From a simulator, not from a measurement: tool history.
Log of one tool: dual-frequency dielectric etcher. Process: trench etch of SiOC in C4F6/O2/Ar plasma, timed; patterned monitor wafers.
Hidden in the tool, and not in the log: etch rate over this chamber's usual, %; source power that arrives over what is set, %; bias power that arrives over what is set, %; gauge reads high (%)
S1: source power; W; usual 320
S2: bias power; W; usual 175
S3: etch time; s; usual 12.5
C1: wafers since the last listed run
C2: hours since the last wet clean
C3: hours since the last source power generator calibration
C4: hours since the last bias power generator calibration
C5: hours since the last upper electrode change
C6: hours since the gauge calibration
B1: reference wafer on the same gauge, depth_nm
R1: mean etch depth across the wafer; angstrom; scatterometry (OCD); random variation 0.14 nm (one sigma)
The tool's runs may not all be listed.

run	hour	S1	S2	S3	C1	C2	C3	C4	C5	C6	B1	R1
1	0.0	320	154	12.5	0	391.2	2637.0	1440.1	1898.9	239.3	23.01	238.7
2	16.2	320	175	12.5	198	407.4	2653.2	1456.3	1915.1	255.5	22.97	249.2
# hour 18.2: gauge calibrated
3	28.8	320	175	12.5	154	420.0	2665.8	1468.9	1927.7	10.6	22.93	249.8
4	49.5	360	175	12.5	253	440.7	2686.5	1489.6	1948.4	31.3	23.02	260.2
5	61.3	320	175	12.5	144	452.5	2698.3	1501.4	1960.2	43.1	23.01	249.1
6	79.1	320	175	12.5	217	470.3	2716.1	1519.2	1978.0	60.9	23.01	249.2
7	88.7	320	175	12.5	117	479.9	2725.7	1528.8	1987.6	70.5	22.96	246.8
8	102.5	320	175	12.5	168	493.7	2739.5	1542.6	2001.4	84.3	22.97	251.9
# hour 129.7: source power generator calibrated
# hour 152.3: wet clean of the chamber
9	152.8	320	175	12.5	289	0.5	23.1	1592.9	2051.7	134.6	23.04	247.3
10	153.2	320	175	12.5	4	0.9	23.5	1593.3	2052.1	135.0	23.07	249.8
11	156.2	320	175	12.5	36	3.9	26.5	1596.3	2055.1	138.0	23.06	247.6
12	182.0	320	203	12.5	315	29.7	52.3	1622.1	2080.9	163.8	23.00	263.4
13	196.3	320	203	12.5	174	44.0	66.6	1636.4	2095.2	178.1	23.00	262.2
14	213.7	320	203	12.5	212	61.4	84.0	1653.8	2112.6	195.5	22.98	262.9
15	229.9	270	175	12.5	198	77.6	100.2	1670.0	2128.8	211.7	23.02	235.0
# hour 264.7: upper electrode replaced
16	265.2	270	188	16.0	138	112.9	135.5	1705.3	0.5	247.0	22.98	310.3
17	265.5	320	189	8.5	3	113.2	135.8	1705.6	0.8	247.3	23.07	174.0
# hour 269.3: gauge calibrated
18	273.5	380	134	9.5	97	121.2	143.8	1713.6	8.8	4.2	22.98	182.3
19	284.5	320	175	12.5	134	132.2	154.8	1724.6	19.8	15.2	23.00	248.6
20	294.0	320	203	12.5	116	141.7	164.3	1734.1	29.3	24.7	22.98	264.3
21	304.6	360	217	9.0	129	152.3	174.9	1744.7	39.9	35.3	23.05	202.6
# hour 309.9: bias power generator calibrated
22	320.8	320	175	12.5	149	168.5	191.1	10.9	56.1	51.5	22.96	251.2
23	326.9	320	175	12.5	74	174.6	197.2	17.0	62.2	57.6	23.00	247.4
24	342.4	320	153	12.5	189	190.1	212.7	32.5	77.7	73.1	22.98	239.2
25	350.8	290	214	12.5	102	198.5	221.1	40.9	86.1	81.5	22.96	260.5
26	363.7	240	175	12.5	157	211.4	234.0	53.8	99.0	94.4	23.04	227.0
27	378.8	350	148	9.5	184	226.5	249.1	68.9	114.1	109.5	23.03	184.9
28	390.0	320	175	12.5	136	237.7	260.3	80.1	125.3	120.7	23.04	250.3
29	405.2	280	158	11.0	185	252.9	275.5	95.3	140.5	135.9	22.99	203.3
30	421.1	320	175	12.5	194	268.8	291.4	111.2	156.4	151.8	23.03	250.9

Forecast each of these 3 alternatives for the next run:
A	421.5	320	175	14.5	4	269.2	291.8	111.6	156.8	152.2	?	?
B	421.5	340	133	12.5	4	269.2	291.8	111.6	156.8	152.2	?	?
C	421.5	300	154	14.5	4	269.2	291.8	111.6	156.8	152.2	?	?

run	B1	R1
A	22.98	286.1
B	22.98	228.1
C	22.98	267.5
Without the tool's hidden state the same runs would have given:
run	R1
A	286.1
B	228.1
C	267.5

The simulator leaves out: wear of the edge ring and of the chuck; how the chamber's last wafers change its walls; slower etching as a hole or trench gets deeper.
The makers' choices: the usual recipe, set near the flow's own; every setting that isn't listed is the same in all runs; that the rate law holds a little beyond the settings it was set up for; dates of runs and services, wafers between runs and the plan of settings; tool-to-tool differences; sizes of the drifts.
